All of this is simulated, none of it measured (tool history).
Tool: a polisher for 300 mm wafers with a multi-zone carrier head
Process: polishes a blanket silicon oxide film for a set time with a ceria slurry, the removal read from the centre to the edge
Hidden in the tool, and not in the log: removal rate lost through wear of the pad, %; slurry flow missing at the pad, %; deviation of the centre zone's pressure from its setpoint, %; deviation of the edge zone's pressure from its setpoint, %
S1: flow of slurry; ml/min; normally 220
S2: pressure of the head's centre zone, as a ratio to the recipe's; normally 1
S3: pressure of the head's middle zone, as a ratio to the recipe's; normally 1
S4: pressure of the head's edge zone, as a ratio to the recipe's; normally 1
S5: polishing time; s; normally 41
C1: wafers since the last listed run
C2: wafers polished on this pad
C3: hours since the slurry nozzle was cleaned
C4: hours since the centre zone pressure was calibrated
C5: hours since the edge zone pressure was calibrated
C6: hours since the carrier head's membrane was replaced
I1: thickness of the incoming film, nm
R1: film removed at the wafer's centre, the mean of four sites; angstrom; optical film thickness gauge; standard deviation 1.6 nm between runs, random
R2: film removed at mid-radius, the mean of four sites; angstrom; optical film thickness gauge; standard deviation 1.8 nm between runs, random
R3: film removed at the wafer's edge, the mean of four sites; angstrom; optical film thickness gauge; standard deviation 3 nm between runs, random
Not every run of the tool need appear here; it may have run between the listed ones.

run 1 hour=0 | S1=275 S2=1 S3=1 S4=1 S5=41 | C1=0 C2=4781 C3=254.7 C4=613.8 C5=1045.1 C6=446 | I1=1355.9 | R1=2412 R2=2313 R3=2326
-- hour=34.6 worn pad replaced by a new one
run 2 hour=46.6 | S1=220 S2=1 S3=1 S4=0.96 S5=41 | C1=570 C2=160 C3=301.3 C4=660.4 C5=1091.7 C6=492.6 | I1=1347.4 | R1=2326 R2=2314 R3=2246
run 3 hour=92 | S1=220 S2=1 S3=1 S4=1 S5=41 | C1=608 C2=769 C3=346.7 C4=705.8 C5=1137.1 C6=538 | I1=1333.2 | R1=2338 R2=2269 R3=2275
-- hour=140.1 edge zone pressure recalibrated
run 4 hour=160.8 | S1=155 S2=1 S3=1.07 S4=1 S5=41 | C1=895 C2=1664 C3=415.5 C4=774.6 C5=20.7 C6=606.8 | I1=1322.3 | R1=2218 R2=2334 R3=2207
run 5 hour=215 | S1=220 S2=1 S3=1 S4=1 S5=34 | C1=726 C2=2390 C3=469.7 C4=828.8 C5=74.9 C6=661 | I1=1345.4 | R1=1945 R2=1879 R3=1895
run 6 hour=257.8 | S1=220 S2=1 S3=1 S4=1 S5=41 | C1=573 C2=2963 C3=512.5 C4=871.6 C5=117.7 C6=703.8 | I1=1331.4 | R1=2307 R2=2292 R3=2365
-- hour=292.7 centre zone pressure recalibrated
run 7 hour=293.2 | S1=220 S2=1 S3=1 S4=1 S5=41 | C1=447 C2=3411 C3=547.9 C4=0.5 C5=153.1 C6=739.2 | I1=1340.6 | R1=2329 R2=2253 R3=2307
run 8 hour=323.2 | S1=270 S2=1 S3=0.94 S4=0.95 S5=41 | C1=401 C2=3813 C3=577.9 C4=30.5 C5=183.1 C6=769.2 | I1=1344.1 | R1=2384 R2=2192 R3=2332
run 9 hour=359.8 | S1=250 S2=1.05 S3=1.08 S4=1 S5=50 | C1=490 C2=4303 C3=614.5 C4=67.1 C5=219.7 C6=805.8 | I1=1306.5 | R1=2977 R2=3000 R3=2771
run 10 hour=392.1 | S1=220 S2=0.88 S3=1 S4=0.95 S5=46 | C1=432 C2=4736 C3=646.8 C4=99.4 C5=252 C6=838.1 | I1=1341.4 | R1=2443 R2=2557 R3=2510
run 11 hour=429 | S1=185 S2=1.05 S3=1 S4=1.1 S5=41 | C1=494 C2=5231 C3=683.7 C4=136.3 C5=288.9 C6=875 | I1=1323.2 | R1=2349 R2=2186 R3=2343
-- hour=452.5 slurry nozzle cleaned
run 12 hour=491.4 | S1=150 S2=1.09 S3=1 S4=1 S5=41 | C1=822 C2=6053 C3=38.9 C4=198.7 C5=351.3 C6=937.4 | I1=1329 | R1=2302 R2=2134 R3=2242
-- hour=518.1 worn pad replaced by a new one
run 13 hour=558.3 | S1=245 S2=1 S3=0.89 S4=1.05 S5=29 | C1=842 C2=538 C3=105.8 C4=265.6 C5=418.2 C6=1004.3 | I1=1333.8 | R1=1660 R2=1464 R3=1669
-- hour=583.5 carrier head's membrane replaced by a new one
run 14 hour=602.5 | S1=220 S2=1 S3=0.88 S4=1 S5=41 | C1=525 C2=1064 C3=150 C4=309.8 C5=462.4 C6=19 | I1=1311.4 | R1=2325 R2=2045 R3=2261
run 15 hour=639.3 | S1=220 S2=1 S3=1 S4=1 S5=41 | C1=493 C2=1557 C3=186.8 C4=346.6 C5=499.2 C6=55.8 | I1=1339 | R1=2334 R2=2292 R3=2311
run 16 hour=705.8 | S1=145 S2=0.93 S3=1 S4=0.9 S5=55 | C1=891 C2=2448 C3=253.3 C4=413.1 C5=565.7 C6=122.3 | I1=1345.9 | R1=2798 R2=2876 R3=2886
run 17 hour=775.1 | S1=220 S2=1.07 S3=0.92 S4=0.93 S5=41 | C1=928 C2=3376 C3=322.6 C4=482.4 C5=635 C6=191.6 | I1=1348.3 | R1=2413 R2=2110 R3=2221
run 18 hour=813.9 | S1=220 S2=1 S3=1 S4=0.97 S5=41 | C1=519 C2=3896 C3=361.4 C4=521.2 C5=673.8 C6=230.4 | I1=1325 | R1=2307 R2=2265 R3=2295
run 19 hour=876.3 | S1=220 S2=1.06 S3=0.93 S4=1.08 S5=30 | C1=836 C2=4732 C3=423.8 C4=583.6 C5=736.2 C6=292.8 | I1=1325.7 | R1=1761 R2=1565 R3=1706
run 20 hour=918 | S1=220 S2=1 S3=1 S4=0.89 S5=49 | C1=558 C2=5291 C3=465.5 C4=625.3 C5=777.9 C6=334.5 | I1=1336.3 | R1=2787 R2=2697 R3=2642
run 21 hour=951.8 | S1=220 S2=1 S3=1.07 S4=1 S5=41 | C1=452 C2=5744 C3=499.3 C4=659.1 C5=811.7 C6=368.3 | I1=1329.5 | R1=2341 R2=2389 R3=2262
-- hour=983.6 worn pad replaced by a new one
run 22 hour=996.3 | S1=220 S2=1 S3=1 S4=1 S5=54 | C1=542 C2=170 C3=543.8 C4=703.6 C5=856.2 C6=412.8 | I1=1348.4 | R1=3061 R2=2955 R3=3013

Consider 4 possible next runs. They are alternatives, not a sequence: every one starts from the tool as it was left by run 22. What does each give?
run A hour=996.7 | S1=220 S2=1 S3=1 S4=1 S5=41 | C1=5 C2=175 C3=544.2 C4=704 C5=856.6 C6=413.2 | I1=1329.4 | R1=? R2=? R3=?
run B hour=996.7 | S1=220 S2=1 S3=1.08 S4=1 S5=35 | C1=5 C2=175 C3=544.2 C4=704 C5=856.6 C6=413.2 | I1=1329.4 | R1=? R2=? R3=?
run C hour=996.7 | S1=220 S2=0.89 S3=1 S4=1 S5=41 | C1=5 C2=175 C3=544.2 C4=704 C5=856.6 C6=413.2 | I1=1329.4 | R1=? R2=? R3=?
run D hour=996.7 | S1=220 S2=0.9 S3=0.91 S4=1 S5=41 | C1=5 C2=175 C3=544.2 C4=704 C5=856.6 C6=413.2 | I1=1329.4 | R1=? R2=? R3=?

run=A R1=2322 R2=2268 R3=2314
run=B R1=1983 R2=2065 R3=1973
run=C R1=2182 R2=2269 R3=2314
run=D R1=2194 R2=2099 R3=2316
Stripped of hidden state, with their random variation kept, the same runs would have yielded:
run=A R1=2322 R2=2268 R3=2314
run=B R1=1983 R2=2065 R3=1973
run=C R1=2182 R2=2269 R3=2314
run=D R1=2194 R2=2099 R3=2316

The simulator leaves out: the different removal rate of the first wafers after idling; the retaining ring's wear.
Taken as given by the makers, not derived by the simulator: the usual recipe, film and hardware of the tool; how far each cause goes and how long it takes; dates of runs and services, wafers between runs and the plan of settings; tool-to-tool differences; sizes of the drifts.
